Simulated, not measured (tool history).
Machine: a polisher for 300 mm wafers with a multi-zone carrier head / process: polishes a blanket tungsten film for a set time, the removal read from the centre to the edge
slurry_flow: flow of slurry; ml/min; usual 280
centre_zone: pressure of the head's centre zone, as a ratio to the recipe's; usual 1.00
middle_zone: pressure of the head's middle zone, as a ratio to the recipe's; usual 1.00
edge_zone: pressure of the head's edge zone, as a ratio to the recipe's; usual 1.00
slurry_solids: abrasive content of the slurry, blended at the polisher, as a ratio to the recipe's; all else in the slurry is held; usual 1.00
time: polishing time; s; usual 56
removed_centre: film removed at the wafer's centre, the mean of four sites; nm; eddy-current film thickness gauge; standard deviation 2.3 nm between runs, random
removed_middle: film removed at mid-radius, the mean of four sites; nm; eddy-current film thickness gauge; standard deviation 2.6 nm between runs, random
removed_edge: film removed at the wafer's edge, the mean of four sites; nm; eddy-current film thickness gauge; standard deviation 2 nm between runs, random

run   hour  slurry_flow  centre_zone  middle_zone  edge_zone  slurry_solids  time  incoming thickness of the incoming film, nm  removed_centre  removed_middle  removed_edge
  1    0.0          250         1.00         1.00       1.00           1.00    56                                       1536.3           265.5           247.2         245.2
       2.3  -- edge zone pressure recalibrated
  2   47.7          280         1.00         1.00       1.00           1.00    56                                       1519.7           267.6           250.0         240.7
  3   79.5          280         1.00         1.00       1.00           1.00    56                                       1526.5           267.7           244.3         241.9
  4  125.5          280         1.00         1.00       1.00           1.00    56                                       1537.3           263.7           244.8         238.3
  5  153.8          280         1.00         1.00       1.00           1.00    56                                       1526.8           263.2           240.1         233.3
  6  224.2          345         1.00         1.00       1.00           1.00    61                                       1510.2           277.2           250.6         251.1
  7  250.4          220         0.93         1.00       1.11           1.00    56                                       1548.1           220.8           215.4         226.1
     267.8  -- worn pad replaced by a new one
  8  287.9          280         0.93         1.00       1.00           1.00    56                                       1504.4           247.7           238.5         236.6
     336.5  -- centre zone pressure recalibrated
  9  358.3          280         1.00         1.00       1.00           1.00    56                                       1526.2           233.6           237.7         234.7
 10  389.9          280         1.00         1.00       1.00           1.00    56                                       1528.9           233.1           232.2         234.5
 11  433.7          195         0.93         1.04       1.00           0.80    56                                       1519.3           198.6           220.5         216.0
 12  465.4          280         1.00         1.00       1.00           1.10    56                                       1545.4           231.6           233.7         230.5
 13  519.9          370         1.00         1.00       1.00           1.00    56                                       1521.6           219.4           221.2         220.3
     557.1  -- worn pad replaced by a new one
 14  572.2          280         0.91         1.12       1.05           1.00    48                                       1528.4           191.9           233.8         216.1
     617.8  -- slurry nozzle cleaned
 15  639.7          280         1.00         1.00       1.00           1.00    38                                       1508.2           167.3           163.5         164.4
     643.3  -- edge zone pressure recalibrated
 16  695.8          280         1.00         1.00       1.00           1.00    74                                       1516.2           317.4           311.8         318.3
 17  738.4          280         1.00         1.00       1.00           1.00    56                                       1507.9           245.1           233.7         233.5
 18  799.3          280         1.00         1.00       1.00           0.75    56                                       1513.9           220.7           208.1         215.0
     816.5  -- worn pad replaced by a new one
     827.7  -- carrier head's membrane replaced by a new one
 19  854.0          280         1.12         0.88       1.04           0.85    56                                       1542.6           274.8           208.6         239.2
 20  925.3          280         1.00         1.00       1.00           1.00    41                                       1517.5           184.7           175.6         173.7
 21  970.3          280         1.12         0.88       1.04           0.85    56                                       1538.0           266.4           204.7         230.3

Alternative continuations, all from the tool just after run 21; predict every row:
  A  970.7          280         1.10         1.00       1.00           1.00    56                                       1531.8               ?               ?             ?
  B  970.7          280         1.00         1.09       1.00           1.00    49                                       1531.8               ?               ?             ?
  C  970.7          280         1.08         0.91       1.10           1.00    44                                       1531.8               ?               ?             ?
  D  970.7          240         1.09         1.00       0.96           1.00    64                                       1531.8               ?               ?             ?

run  removed_centre  removed_middle  removed_edge
  A           268.4           233.8         235.0
  B           213.6           220.2         205.3
  C           206.9           169.7         193.8
  D           299.3           263.5         260.6
Stripped of hidden state, with their random variation kept, the same runs would have yielded:
run  removed_centre  removed_middle  removed_edge
  A           268.9           246.0         247.2
  B           213.9           231.7         216.1
  C           207.3           178.6         203.9
  D           299.9           277.3         274.2
